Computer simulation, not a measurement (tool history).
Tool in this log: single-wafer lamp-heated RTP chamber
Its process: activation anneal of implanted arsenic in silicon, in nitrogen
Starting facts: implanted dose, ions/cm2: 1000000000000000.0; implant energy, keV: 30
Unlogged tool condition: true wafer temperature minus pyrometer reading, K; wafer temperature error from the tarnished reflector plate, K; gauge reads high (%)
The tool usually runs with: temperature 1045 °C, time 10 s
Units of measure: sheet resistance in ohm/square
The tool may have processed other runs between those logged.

| run | hour | temperature | time | wafers since the last listed run | wafers since the last pyrometer calibration | wafers since the reflector plate was cleaned | hours since the gauge calibration | read-back reference wafer on the same gauge, sheet resistance | sheet resistance |
|---|---|---|---|---|---|---|---|---|---|
| 1 | 0.0 | 1045 | 10 | 0 | 278 | 1271 | 198.8 | 139.02 | 118.44 |
| 2 | 28.5 | 1045 | 10 | 422 | 701 | 1693 | 227.3 | 139.02 | 117.88 |
| 3 | 48.8 | 1045 | 10 | 301 | 1002 | 1995 | 247.6 | 139.07 | 117.44 |
| 4 | 74.6 | 1045 | 10 | 382 | 1385 | 2377 | 273.4 | 139.08 | 117.42 |
| 5 | 100.8 | 1045 | 10 | 388 | 1774 | 2766 | 299.6 | 139.01 | 117.23 |
| 6 | 132.3 | 1045 | 10 | 467 | 2241 | 3233 | 331.1 | 138.99 | 117.34 |
| 7 | 162.8 | 1045 | 10 | 452 | 2693 | 3686 | 361.6 | 139.03 | 117.01 |
| 8 | 176.6 | 1045 | 10 | 204 | 2898 | 3891 | 375.4 | 139.02 | 116.95 |
|  | 184.8 | pyrometer window cleaned and pyrometer calibrated |
| 9 | 197.7 | 1045 | 10 | 194 | 190 | 4085 | 396.5 | 139.00 | 117.96 |
| 10 | 220.0 | 1052 | 10 | 330 | 521 | 4416 | 418.8 | 138.94 | 117.03 |
| 11 | 244.5 | 1052 | 10 | 363 | 885 | 4779 | 443.3 | 139.00 | 116.73 |
| 12 | 271.7 | 1026 | 10 | 403 | 1288 | 5183 | 470.5 | 139.01 | 118.93 |
| 13 | 283.9 | 1045 | 10 | 180 | 1469 | 5364 | 482.7 | 139.00 | 117.32 |
| 14 | 310.1 | 1045 | 4 | 388 | 1858 | 5753 | 508.9 | 138.95 | 121.11 |
| 15 | 324.8 | 1074 | 7 | 218 | 2076 | 5971 | 523.6 | 139.01 | 115.36 |
|  | 332.7 | gauge calibrated |
|  | 333.0 | reflector plate cleaned |
| 16 | 339.1 | 1028 | 5 | 93 | 2170 | 90 | 6.4 | 139.00 | 122.95 |
| 17 | 359.5 | 1045 | 10 | 302 | 2472 | 392 | 26.8 | 138.95 | 117.75 |
| 18 | 383.9 | 1015 | 6 | 361 | 2834 | 754 | 51.2 | 138.98 | 123.02 |
|  | 393.1 | pyrometer window cleaned and pyrometer calibrated |
| 19 | 407.9 | 1065 | 10 | 237 | 219 | 992 | 75.2 | 139.01 | 116.29 |
| 20 | 441.2 | 1036 | 10 | 494 | 713 | 1486 | 108.5 | 139.07 | 118.88 |
| 21 | 453.8 | 1045 | 8 | 186 | 900 | 1673 | 121.1 | 138.97 | 118.96 |
| 22 | 473.4 | 1055 | 13 | 290 | 1191 | 1963 | 140.7 | 139.01 | 114.95 |
| 23 | 497.5 | 1033 | 14 | 357 | 1548 | 2321 | 164.8 | 138.95 | 117.08 |
| 24 | 528.6 | 1045 | 7 | 461 | 2010 | 2782 | 195.9 | 139.00 | 119.27 |

A few steps of sheet resistance between consecutive runs. Split each: what settings, incoming material and random variation would produce without the hidden state, and what is left over for the hidden state, along with gauge scatter present in only one of the two compared results (measured, and without hidden state):
Run 8 -> 9: pyrometer window cleaned and pyrometer calibrated. sheet resistance +1.01 ohm/square: hidden state +0.93, all else +0.08.
Run 15 -> 16: temperature 1074 -> 1028, time 7 -> 5, gauge calibrated, reflector plate cleaned. sheet resistance +7.59 ohm/square: hidden state +0.70, all else +6.89.
Run 18 -> 19: temperature 1015 -> 1065, time 6 -> 10, pyrometer window cleaned and pyrometer calibrated. sheet resistance -6.73 ohm/square: hidden state +1.60, all else -8.33.

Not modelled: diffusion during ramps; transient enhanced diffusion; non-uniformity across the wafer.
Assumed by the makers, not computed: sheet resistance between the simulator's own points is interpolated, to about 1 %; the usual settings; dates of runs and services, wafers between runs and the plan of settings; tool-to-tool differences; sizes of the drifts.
